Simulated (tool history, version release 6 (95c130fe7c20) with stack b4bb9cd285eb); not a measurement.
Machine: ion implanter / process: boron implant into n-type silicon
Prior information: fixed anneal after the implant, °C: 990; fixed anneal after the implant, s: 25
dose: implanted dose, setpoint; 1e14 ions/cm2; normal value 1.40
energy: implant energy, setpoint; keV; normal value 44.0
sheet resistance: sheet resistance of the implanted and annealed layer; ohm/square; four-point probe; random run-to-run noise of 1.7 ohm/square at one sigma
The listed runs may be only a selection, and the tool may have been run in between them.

run,hour,dose,energy,wafers since the last listed run,hours since the last dose calibration,hours since the extraction supply was calibrated,hours since the gauge calibration,"read-back reference wafer on the same gauge, sheet resistance",sheet resistance
1,0.0,1.40,49.5,0,1153.6,6275.4,124.4,614.58,543.68
2,14.8,1.40,49.5,352,1168.4,6290.2,139.2,615.57,539.13
3,29.2,1.40,44.0,343,1182.8,6304.6,153.6,614.68,549.95
4,37.9,1.40,44.0,207,1191.5,6313.3,162.3,615.13,553.91
5,49.0,1.40,44.0,264,1202.6,6324.4,173.4,615.58,553.10
6,57.1,1.40,44.0,193,1210.7,6332.5,181.5,614.36,553.03
7,74.4,1.40,37.0,412,1228.0,6349.8,198.8,615.47,568.27
8,91.4,1.50,35.5,405,1245.0,6366.8,215.8,614.80,545.03
9,106.7,1.40,44.0,364,1260.3,6382.1,231.1,615.02,556.05
10,113.9,1.40,44.0,171,1267.5,6389.3,238.3,614.96,551.21
11,123.4,1.40,44.0,226,1277.0,6398.8,247.8,615.13,554.50
12,167.0,1.40,44.0,1039,1320.6,6442.4,291.4,615.14,553.29
13,179.9,1.40,44.0,307,1333.5,6455.3,304.3,614.99,553.58
14,186.5,1.40,44.0,157,1340.1,6461.9,310.9,615.04,555.79
15,195.0,1.40,44.0,202,1348.6,6470.4,319.4,615.47,554.25
16,204.6,1.40,32.0,228,1358.2,6480.0,329.0,615.16,582.80
# hour 255.5: gauge calibrated
17,257.6,1.40,44.0,1264,1411.2,6533.0,2.1,616.02,553.75
18,264.3,1.80,44.0,159,1417.9,6539.7,8.8,615.78,463.14
19,273.9,1.05,34.0,228,1427.5,6549.3,18.4,615.40,707.86
# hour 284.6: extraction supply calibrated
20,285.1,1.69,35.5,76,1438.7,0.5,29.6,615.04,503.52
21,296.9,1.19,34.0,281,1450.5,12.3,41.4,614.95,648.32
22,306.6,1.05,52.5,231,1460.2,22.0,51.1,615.46,652.79

Run 23 is up next; what results do you expect?
23,322.9,1.40,44.0,388,1476.5,38.3,67.4,?,?

Run 23 yielded read-back reference wafer on the same gauge, sheet resistance 614.56, sheet resistance 552.68 ohm/square.
Without the tool's hidden state the same run would have given sheet resistance 552.68 ohm/square.
